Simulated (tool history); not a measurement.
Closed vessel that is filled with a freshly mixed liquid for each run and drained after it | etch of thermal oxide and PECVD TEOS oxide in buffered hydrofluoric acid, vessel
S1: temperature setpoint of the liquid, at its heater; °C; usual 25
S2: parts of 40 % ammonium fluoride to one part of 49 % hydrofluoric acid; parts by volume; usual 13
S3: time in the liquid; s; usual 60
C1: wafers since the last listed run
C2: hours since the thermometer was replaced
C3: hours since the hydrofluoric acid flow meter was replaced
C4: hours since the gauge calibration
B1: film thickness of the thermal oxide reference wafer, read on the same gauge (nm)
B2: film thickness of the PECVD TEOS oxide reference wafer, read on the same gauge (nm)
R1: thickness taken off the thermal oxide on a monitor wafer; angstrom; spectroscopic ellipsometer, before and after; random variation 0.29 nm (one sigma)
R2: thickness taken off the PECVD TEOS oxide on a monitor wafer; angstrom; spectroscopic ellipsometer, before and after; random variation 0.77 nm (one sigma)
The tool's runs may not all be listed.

Run 1, hour 0: usual settings but S1 21 °C, S2 15 parts by volume; C1 0; C2 721.7; C3 1310.1; C4 970.7; B1 40.02; B2 140.01. Result: R1 417 angstrom, R2 682 angstrom.
Run 2, hour 17.1: usual settings but S1 21 °C, S2 15 parts by volume; C1 2441; C2 738.8; C3 1327.2; C4 987.8; B1 40.01; B2 139.99. Result: R1 413.4 angstrom, R2 699.6 angstrom.
Run 3, hour 41.7: usual settings but S1 21 °C, S2 15 parts by volume; C1 3512; C2 763.4; C3 1351.8; C4 1012.4; B1 40; B2 139.97. Result: R1 414.9 angstrom, R2 681.9 angstrom.
Run 4, hour 65.8: usual settings but S1 22.5 °C; C1 3440; C2 787.5; C3 1375.9; C4 1036.5; B1 40.01; B2 139.98. Result: R1 521.4 angstrom, R2 866.6 angstrom.
Run 5, hour 100.6: usual settings but S3 85 s; C1 4968; C2 822.3; C3 1410.7; C4 1071.3; B1 40.03; B2 139.98. Result: R1 835.6 angstrom, R2 1415.7 angstrom.
Run 6, hour 133.7: usual settings; C1 4725; C2 855.4; C3 1443.8; C4 1104.4; B1 40; B2 140.01. Result: R1 598.4 angstrom, R2 999.4 angstrom.
Run 7, hour 150.9: usual settings but S2 10 parts by volume, S3 70 s; C1 2455; C2 872.6; C3 1461; C4 1121.6; B1 40; B2 139.98. Result: R1 886.7 angstrom, R2 1476.6 angstrom.
Run 8, hour 164.7: usual settings but S1 28 °C; C1 1970; C2 886.4; C3 1474.8; C4 1135.4; B1 39.98; B2 139.95. Result: R1 704 angstrom, R2 1173.3 angstrom.
At hour 176.9: hydrofluoric acid flow meter replaced.
Run 9, hour 184.5: usual settings; C1 2684; C2 906.2; C3 7.6; C4 1155.2; B1 40.01; B2 139.98. Result: R1 624.5 angstrom, R2 1037.4 angstrom.
Run 10, hour 218.1: usual settings but S1 23.5 °C, S2 15.5 parts by volume, S3 95 s; C1 4797; C2 939.8; C3 41.2; C4 1188.8; B1 39.99; B2 140.01. Result: R1 772.1 angstrom, R2 1262.9 angstrom.
At hour 222.8: gauge calibrated.
Run 11, hour 240.9: usual settings but S1 26.5 °C; C1 3255; C2 962.6; C3 64; C4 18.1; B1 39.99; B2 139.99. Result: R1 674.8 angstrom, R2 1130.7 angstrom.
Run 12, hour 257.9: usual settings; C1 2427; C2 979.6; C3 81; C4 35.1; B1 39.97; B2 140. Result: R1 626.1 angstrom, R2 1039.2 angstrom.
Run 13, hour 289.4: usual settings but S3 45 s; C1 4497; C2 1011.1; C3 112.5; C4 66.6; B1 40.01; B2 140.01. Result: R1 472.9 angstrom, R2 773.7 angstrom.
At hour 318: hydrofluoric acid flow meter replaced, repeated, since the last time left the tool worse.
Run 14, hour 319.4: usual settings but S1 20.5 °C, S3 80 s; C1 4140; C2 1041.1; C3 1.4; C4 96.6; B1 40; B2 139.97. Result: R1 599.5 angstrom, R2 992.9 angstrom.
Run 15, hour 334.1: usual settings but S3 35 s; C1 2098; C2 1055.8; C3 16.1; C4 111.3; B1 40; B2 139.98. Result: R1 330.4 angstrom, R2 553.1 angstrom.
Run 16, hour 367.1: usual settings; C1 4711; C2 1088.8; C3 49.1; C4 144.3; B1 39.99; B2 140.01. Result: R1 568.4 angstrom, R2 951.9 angstrom.
Run 17, hour 412: usual settings but S1 23.5 °C, S2 16 parts by volume; C1 6410; C2 1133.7; C3 94; C4 189.2; B1 40.01; B2 139.98. Result: R1 434.4 angstrom, R2 707.4 angstrom.
At hour 445: thermometer replaced.
Run 18, hour 445.5: usual settings but S1 22 °C; C1 4640; C2 0.5; C3 127.5; C4 222.7; B1 40; B2 139.99. Result: R1 486.1 angstrom, R2 813.7 angstrom.
Run 19, hour 477.6: usual settings but S1 21.5 °C, S2 11 parts by volume, S3 90 s; C1 4582; C2 32.6; C3 159.6; C4 254.8; B1 40.02; B2 140.01. Result: R1 833.7 angstrom, R2 1381.1 angstrom.
Run 20, hour 491.9: usual settings; C1 2041; C2 46.9; C3 173.9; C4 269.1; B1 39.98; B2 140. Result: R1 573.6 angstrom, R2 949.7 angstrom.
Run 21, hour 527: usual settings but S3 75 s; C1 5011; C2 82; C3 209; C4 304.2; B1 40; B2 140. Result: R1 715.2 angstrom, R2 1187.1 angstrom.
Run 22, hour 548.2: usual settings but S1 20.5 °C, S3 45 s; C1 3026; C2 103.2; C3 230.2; C4 325.4; B1 40; B2 139.99. Result: R1 337.1 angstrom, R2 553.6 angstrom.
Run 23, hour 583.4: usual settings but S2 8.5 parts by volume, S3 30 s; C1 5025; C2 138.4; C3 265.4; C4 360.6; B1 40.02; B2 139.99. Result: R1 421.7 angstrom, R2 705.1 angstrom.
Run 24, hour 603.2: usual settings but S1 28 °C, S2 16.5 parts by volume, S3 90 s; C1 2826; C2 158.2; C3 285.2; C4 380.4; B1 40; B2 140. Result: R1 803.6 angstrom, R2 1309.8 angstrom.
Run 25, hour 624.5: usual settings but S1 28.5 °C, S2 17.5 parts by volume; C1 3040; C2 179.5; C3 306.5; C4 401.7; B1 39.99; B2 140.01. Result: R1 519.8 angstrom, R2 854.3 angstrom.
Run 26, hour 657.2: usual settings but S1 28.5 °C, S2 11 parts by volume; C1 4668; C2 212.2; C3 339.2; C4 434.4; B1 39.98; B2 140. Result: R1 822 angstrom, R2 1355.6 angstrom.
Run 27, hour 703.4: usual settings; C1 6595; C2 258.4; C3 385.4; C4 480.6; B1 40; B2 140.02. Result: R1 574.9 angstrom, R2 965 angstrom.

What the log doesn't show, run by run:
liquid colder than its thermometer reads (K): 0 in every run
gauge reads high (%): 0 in every run
H1: hydrofluoric acid flow above the setpoint (%)
run     H1
  1   4.88
  2   4.94
  3   5.02
  4   5.11
  5   5.23
  6   5.35
  7   5.41
  8   5.46
  9   9.71
 10   9.83
 11   9.91
 12   9.97
 13   10.1
 14  0.452
 15  0.504
 16  0.621
 17   0.78
 18  0.899
 19   1.01
 20   1.06
 21   1.19
 22   1.26
 23   1.39
 24   1.46
 25   1.53
 26   1.65
 27   1.81
